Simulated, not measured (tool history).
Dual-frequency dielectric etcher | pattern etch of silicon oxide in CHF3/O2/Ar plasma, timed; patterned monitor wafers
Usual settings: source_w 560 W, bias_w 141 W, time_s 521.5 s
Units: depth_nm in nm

| run | hour | source_w | bias_w | time_s | read-back reference wafer on the same gauge, depth_nm | depth_nm |
|---|---|---|---|---|---|---|
| 1 | 0.0 | 560 | 123 | 521.5 | 841.2 | 886.7 |
| 2 | 69.9 | 560 | 141 | 521.5 | 841.1 | 953.8 |
| 3 | 105.9 | 560 | 141 | 521.5 | 840.8 | 950.2 |
| 4 | 153.6 | 560 | 141 | 521.5 | 840.7 | 946.1 |
| 5 | 195.1 | 560 | 141 | 521.5 | 840.5 | 942.2 |
| 6 | 224.1 | 560 | 141 | 521.5 | 841.2 | 944.9 |
| 7 | 254.1 | 560 | 141 | 521.5 | 839.7 | 948.5 |
|  | 266.1 | source power generator calibrated |
|  | 373.8 | wet clean of the chamber |
| 8 | 458.8 | 560 | 141 | 521.5 | 841.9 | 944.8 |
|  | 520.3 | bias power generator calibrated |
| 9 | 523.1 | 560 | 141 | 521.5 | 841.1 | 941.7 |
| 10 | 582.0 | 560 | 141 | 521.5 | 841.1 | 944.3 |
| 11 | 640.9 | 560 | 141 | 521.5 | 842.5 | 947.0 |
| 12 | 699.8 | 560 | 141 | 521.5 | 841.1 | 942.3 |
|  | 897.1 | wet clean of the chamber |
| 13 | 912.8 | 560 | 141 | 579.5 | 841.9 | 1042.3 |
| 14 | 954.1 | 630 | 172 | 620.5 | 840.7 | 1273.3 |
| 15 | 983.4 | 620 | 169 | 653.5 | 840.4 | 1324.2 |
| 16 | 1018.0 | 560 | 141 | 521.5 | 841.4 | 946.6 |
| 17 | 1067.2 | 560 | 141 | 521.5 | 840.9 | 950.3 |
| 18 | 1101.0 | 560 | 141 | 420.5 | 841.4 | 756.3 |
|  | 1115.7 | gauge calibrated |
|  | 1125.9 | upper electrode replaced |
| 19 | 1142.7 | 490 | 141 | 521.5 | 840.4 | 926.3 |
| 20 | 1209.9 | 560 | 141 | 521.5 | 841.0 | 951.4 |
| 21 | 1242.9 | 560 | 141 | 521.5 | 840.6 | 944.7 |
| 22 | 1278.4 | 650 | 120 | 443.5 | 842.3 | 766.1 |
| 23 | 1331.4 | 560 | 173 | 455.5 | 842.1 | 913.9 |
| 24 | 1373.7 | 620 | 141 | 521.5 | 841.0 | 958.3 |
| 25 | 1442.6 | 560 | 165 | 453.0 | 841.2 | 890.0 |

Forecast run 26:
|  | 1475.2 | wet clean of the chamber |
| 26 | 1475.7 | 560 | 162 | 628.5 | ? | ? |

Run 26 gave read-back reference wafer on the same gauge, depth_nm 841.0, depth_nm 1227.7 nm.
Without the tool's hidden state the same run would have given depth_nm 1227.7 nm.
